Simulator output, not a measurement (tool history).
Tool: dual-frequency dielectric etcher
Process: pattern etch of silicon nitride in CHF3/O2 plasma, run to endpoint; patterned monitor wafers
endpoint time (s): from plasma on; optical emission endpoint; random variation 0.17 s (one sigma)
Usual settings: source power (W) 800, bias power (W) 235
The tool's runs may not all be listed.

run	day	source power (W)	bias power (W)	wafers since the last listed run	hours since the last wet clean	hours since the last source power generator calibration	hours since the last bias power generator calibration	hours since the last upper electrode change	incoming incoming film thickness, nm	endpoint time (s)
1	0.000	800	235	0	244.2	1837.4	1238.4	4231.4	68.6	35.3
2	2.646	800	235	925	307.7	1900.9	1301.9	4294.9	69.4	35.7
3	4.296	800	235	577	347.3	1940.5	1341.5	4334.5	68.9	35.5
4	10.179	800	276	2058	488.5	2081.7	1482.7	4475.7	68.8	32.9
5	11.829	800	276	577	528.1	2121.3	1522.3	4515.3	69.4	33.3
6	13.788	800	249	685	575.1	2168.3	1569.3	4562.3	68.8	34.3
# day 15.804: wet clean of the chamber
7	16.046	800	235	440	5.8	2222.5	1623.5	4616.5	68.5	34.9
8	18.417	800	235	829	62.7	2279.4	1680.4	4673.4	69.0	35.0
9	20.721	800	265	806	118.0	2334.7	1735.7	4728.7	68.8	33.5
10	23.388	800	235	932	182.0	2398.7	1799.7	4792.7	68.8	35.2
11	26.108	800	235	951	247.3	2464.0	1865.0	4858.0	68.7	35.3
12	28.254	750	235	750	298.8	2515.5	1916.5	4909.5	69.3	36.5
13	29.904	750	235	577	338.4	2555.1	1956.1	4949.1	68.7	35.9
# day 31.638: upper electrode replaced
14	31.658	800	235	263	380.5	2597.2	1998.2	0.5	69.1	35.6
15	32.742	800	235	378	406.5	2623.2	2024.2	26.5	69.0	35.0
16	34.288	930	269	540	443.6	2660.3	2061.3	63.6	69.8	31.4
# day 35.246: bias power generator calibrated
17	35.354	800	235	314	469.2	2685.9	2.6	89.2	69.2	36.1
18	37.392	800	235	712	518.1	2734.8	51.5	138.1	68.8	35.9
# day 39.954: wet clean of the chamber
19	39.975	800	206	553	0.5	2796.8	113.5	200.1	68.7	37.5
20	42.238	860	209	791	54.8	2851.1	167.8	254.4	68.7	36.3
21	44.771	800	179	886	115.6	2911.9	228.6	315.2	68.9	40.3
22	46.721	890	188	682	162.4	2958.7	275.4	362.0	69.0	37.8
# day 47.875: source power generator calibrated
23	49.492	800	235	910	228.9	38.8	341.9	428.5	69.4	36.0
24	51.217	620	206	603	270.3	80.2	383.3	469.9	68.2	41.8

The next listed run, before its measurement:
25	53.812	720	258	908	332.6	142.5	445.6	532.2	69.2	?

endpoint time (s): 35.8
Without the tool's hidden state the same run would have given endpoint time (s) 36.0.

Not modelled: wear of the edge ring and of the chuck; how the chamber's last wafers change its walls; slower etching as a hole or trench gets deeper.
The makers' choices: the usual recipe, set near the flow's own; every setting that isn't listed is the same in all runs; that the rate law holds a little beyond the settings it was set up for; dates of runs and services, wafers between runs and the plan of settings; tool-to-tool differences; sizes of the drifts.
